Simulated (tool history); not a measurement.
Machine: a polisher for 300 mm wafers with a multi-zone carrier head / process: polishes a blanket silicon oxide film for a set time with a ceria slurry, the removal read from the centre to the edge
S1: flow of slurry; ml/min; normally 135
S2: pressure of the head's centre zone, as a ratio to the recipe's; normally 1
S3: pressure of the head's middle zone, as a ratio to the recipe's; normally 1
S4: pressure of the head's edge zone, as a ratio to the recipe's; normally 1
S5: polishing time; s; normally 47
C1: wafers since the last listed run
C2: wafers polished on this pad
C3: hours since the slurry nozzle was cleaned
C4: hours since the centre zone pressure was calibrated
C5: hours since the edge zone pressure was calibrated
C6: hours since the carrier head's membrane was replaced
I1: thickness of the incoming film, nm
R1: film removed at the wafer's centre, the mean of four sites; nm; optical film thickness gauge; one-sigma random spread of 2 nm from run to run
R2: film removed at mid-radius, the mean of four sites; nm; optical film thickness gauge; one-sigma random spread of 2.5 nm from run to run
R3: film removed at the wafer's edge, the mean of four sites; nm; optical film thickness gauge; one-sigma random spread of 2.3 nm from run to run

run 1 hour=0 | S1=135 S2=1 S3=1 S4=1 S5=47 | C1=0 C2=753 C3=374.4 C4=147.5 C5=543.1 C6=187.9 | I1=1677.7 | R1=163.8 R2=165 R3=168.6
run 2 hour=38.2 | S1=135 S2=1 S3=1 S4=1 S5=47 | C1=490 C2=1243 C3=412.6 C4=185.7 C5=581.3 C6=226.1 | I1=1659.2 | R1=163.6 R2=168.9 R3=169
run 3 hour=105.7 | S1=90 S2=1 S3=1.11 S4=1 S5=58 | C1=866 C2=2110 C3=480.1 C4=253.2 C5=648.8 C6=293.6 | I1=1700.5 | R1=184.1 R2=213.2 R3=193.5
run 4 hour=132.7 | S1=135 S2=1.11 S3=0.97 S4=1 S5=47 | C1=346 C2=2457 C3=507.1 C4=280.2 C5=675.8 C6=320.6 | I1=1680.4 | R1=189.2 R2=160 R3=166.5
run 5 hour=201.9 | S1=135 S2=1 S3=1 S4=1 S5=47 | C1=888 C2=3346 C3=576.3 C4=349.4 C5=745 C6=389.8 | I1=1695.4 | R1=161 R2=161.1 R3=169.2
run 6 hour=244.9 | S1=135 S2=1.1 S3=1 S4=0.94 S5=47 | C1=552 C2=3898 C3=619.3 C4=392.4 C5=788 C6=432.8 | I1=1645 | R1=186.2 R2=163.5 R3=159.5
-- hour=345 slurry nozzle cleaned
run 7 hour=433.9 | S1=170 S2=1 S3=1.08 S4=1 S5=34 | C1=2414 C2=6313 C3=88.9 C4=581.4 C5=977 C6=621.8 | I1=1682.5 | R1=128.7 R2=143.7 R3=129.3
run 8 hour=497.1 | S1=135 S2=1.09 S3=1 S4=1 S5=47 | C1=811 C2=7124 C3=152.1 C4=644.6 C5=1040.2 C6=685 | I1=1665.4 | R1=191 R2=173.1 R3=169.7
-- hour=510.9 worn pad replaced by a new one
run 9 hour=523.3 | S1=115 S2=1.1 S3=1 S4=1.07 S5=31 | C1=285 C2=159 C3=178.3 C4=670.8 C5=1066.4 C6=711.2 | I1=1685.3 | R1=124.4 R2=108.4 R3=117.8
run 10 hour=557.4 | S1=135 S2=0.9 S3=1 S4=1 S5=47 | C1=437 C2=597 C3=212.4 C4=704.9 C5=1100.5 C6=745.3 | I1=1703.2 | R1=139.5 R2=169.1 R3=176.4
run 11 hour=603.5 | S1=135 S2=1 S3=1 S4=1 S5=47 | C1=592 C2=1189 C3=258.5 C4=751 C5=1146.6 C6=791.4 | I1=1682.8 | R1=164.2 R2=163.1 R3=168.6
run 12 hour=675.1 | S1=135 S2=1.12 S3=1 S4=0.94 S5=62 | C1=919 C2=2108 C3=330.1 C4=822.6 C5=1218.2 C6=863 | I1=1685.8 | R1=258.6 R2=220.3 R3=215
run 13 hour=718.9 | S1=135 S2=0.93 S3=1.04 S4=1.04 S5=47 | C1=562 C2=2671 C3=373.9 C4=866.4 C5=1262 C6=906.8 | I1=1703.1 | R1=144.2 R2=173.2 R3=178.9
-- hour=759.9 edge zone pressure recalibrated
run 14 hour=770.7 | S1=135 S2=1 S3=1.08 S4=1 S5=55 | C1=639 C2=3311 C3=425.7 C4=918.2 C5=10.8 C6=958.6 | I1=1711.7 | R1=188.4 R2=206.8 R3=199.6
run 15 hour=808 | S1=135 S2=0.91 S3=1 S4=1 S5=47 | C1=479 C2=3790 C3=463 C4=955.5 C5=48.1 C6=995.9 | I1=1692.4 | R1=138.8 R2=166 R3=174.2
run 16 hour=842.9 | S1=135 S2=1 S3=0.93 S4=1 S5=47 | C1=448 C2=4238 C3=497.9 C4=990.4 C5=83 C6=1030.8 | I1=1683.5 | R1=162.3 R2=155.1 R3=164.6
run 17 hour=872.7 | S1=135 S2=1 S3=1 S4=1 S5=47 | C1=382 C2=4621 C3=527.7 C4=1020.2 C5=112.8 C6=1060.6 | I1=1659.6 | R1=158.9 R2=165 R3=169.9
run 18 hour=901 | S1=135 S2=1 S3=1 S4=1 S5=47 | C1=363 C2=4984 C3=556 C4=1048.5 C5=141.1 C6=1088.9 | I1=1688.4 | R1=159 R2=162.1 R3=164.1
run 19 hour=949.5 | S1=135 S2=1 S3=1 S4=1 S5=52 | C1=622 C2=5607 C3=604.5 C4=1097 C5=189.6 C6=1137.4 | I1=1672.9 | R1=178.2 R2=180 R3=181.3
run 20 hour=991.9 | S1=135 S2=1 S3=1 S4=1 S5=47 | C1=544 C2=6152 C3=646.9 C4=1139.4 C5=232 C6=1179.8 | I1=1671.7 | R1=156.3 R2=163.3 R3=167.2
-- hour=1010 worn pad replaced by a new one
run 21 hour=1034.7 | S1=170 S2=1.04 S3=1 S4=1 S5=47 | C1=498 C2=317 C3=689.7 C4=1182.2 C5=274.8 C6=1222.6 | I1=1688.1 | R1=176.1 R2=165.5 R3=165.8
run 22 hour=1073.1 | S1=120 S2=1 S3=1 S4=1 S5=57 | C1=493 C2=810 C3=728.1 C4=1220.6 C5=313.2 C6=1261 | I1=1675.6 | R1=183.1 R2=187 R3=197.4

Hidden state or all else? Some run-to-run changes of R1, split into what the settings, what came in and random variation would give without the hidden state, and what is left for the hidden state (with any gauge scatter that isn't in both results):
Unlogged tool condition in this case: removal rate lost through wear of the pad, %; slurry flow missing at the pad, %; deviation of the centre zone's pressure from its setpoint, %; deviation of the edge zone's pressure from its setpoint, %.
Run 6 -> 7: S1 135 -> 170, S2 1.1 -> 1, S3 1 -> 1.08, S4 0.94 -> 1, S5 47 -> 34, slurry nozzle cleaned. R1 -57.5 nm: hidden state +12.3, all else -69.8.
Run 11 -> 12: S2 1 -> 1.12, S4 1 -> 0.94, S5 47 -> 62. R1 +94.4 nm: hidden state -5, all else +99.4.
Run 12 -> 13: S2 1.12 -> 0.93, S3 1 -> 1.04, S4 0.94 -> 1.04, S5 62 -> 47. R1 -114.4 nm: hidden state +3.7, all else -118.1.
Run 21 -> 22: S1 170 -> 120, S2 1.04 -> 1, S5 47 -> 57. R1 +7 nm: hidden state -6.1, all else +13.1.

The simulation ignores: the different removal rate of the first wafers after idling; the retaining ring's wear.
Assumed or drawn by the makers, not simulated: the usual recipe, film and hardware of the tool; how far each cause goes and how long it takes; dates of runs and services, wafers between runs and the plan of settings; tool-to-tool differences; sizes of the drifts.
